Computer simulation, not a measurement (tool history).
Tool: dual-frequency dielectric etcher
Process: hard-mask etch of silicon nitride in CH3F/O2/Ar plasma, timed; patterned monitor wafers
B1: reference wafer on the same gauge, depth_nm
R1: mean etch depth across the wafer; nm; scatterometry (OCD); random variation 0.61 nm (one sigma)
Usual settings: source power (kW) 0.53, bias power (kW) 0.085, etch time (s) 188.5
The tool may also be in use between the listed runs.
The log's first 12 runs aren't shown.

run 13 hour=389.4 | source_power_(kW)=0.53 bias_power_(kW)=0.099 etch_time_(s)=133.5 | B1=180.1 | R1=113.5
run 14 hour=412.8 | source_power_(kW)=0.41 bias_power_(kW)=0.095 etch_time_(s)=188.5 | B1=179.9 | R1=139.7
run 15 hour=446.2 | source_power_(kW)=0.53 bias_power_(kW)=0.085 etch_time_(s)=188.5 | B1=180.2 | R1=154.1
run 16 hour=460.8 | source_power_(kW)=0.45 bias_power_(kW)=0.085 etch_time_(s)=228 | B1=180.1 | R1=171.5
run 17 hour=484.2 | source_power_(kW)=0.53 bias_power_(kW)=0.101 etch_time_(s)=188.5 | B1=179.9 | R1=160.6
run 18 hour=502.6 | source_power_(kW)=0.53 bias_power_(kW)=0.103 etch_time_(s)=188.5 | B1=180.1 | R1=161.4
run 19 hour=535.6 | source_power_(kW)=0.53 bias_power_(kW)=0.085 etch_time_(s)=188.5 | B1=180.1 | R1=152.1
run 20 hour=547.9 | source_power_(kW)=0.45 bias_power_(kW)=0.085 etch_time_(s)=213.5 | B1=180.2 | R1=158.7
run 21 hour=580.1 | source_power_(kW)=0.53 bias_power_(kW)=0.085 etch_time_(s)=188.5 | B1=179.9 | R1=151.6

The next listed run, before its measurement:
run 22 hour=596.9 | source_power_(kW)=0.6 bias_power_(kW)=0.085 etch_time_(s)=140.5 | B1=? | R1=?

Run 22 gave B1 180, R1 119.6 nm.
Without the tool's hidden state the same run would have given R1 123.2 nm.
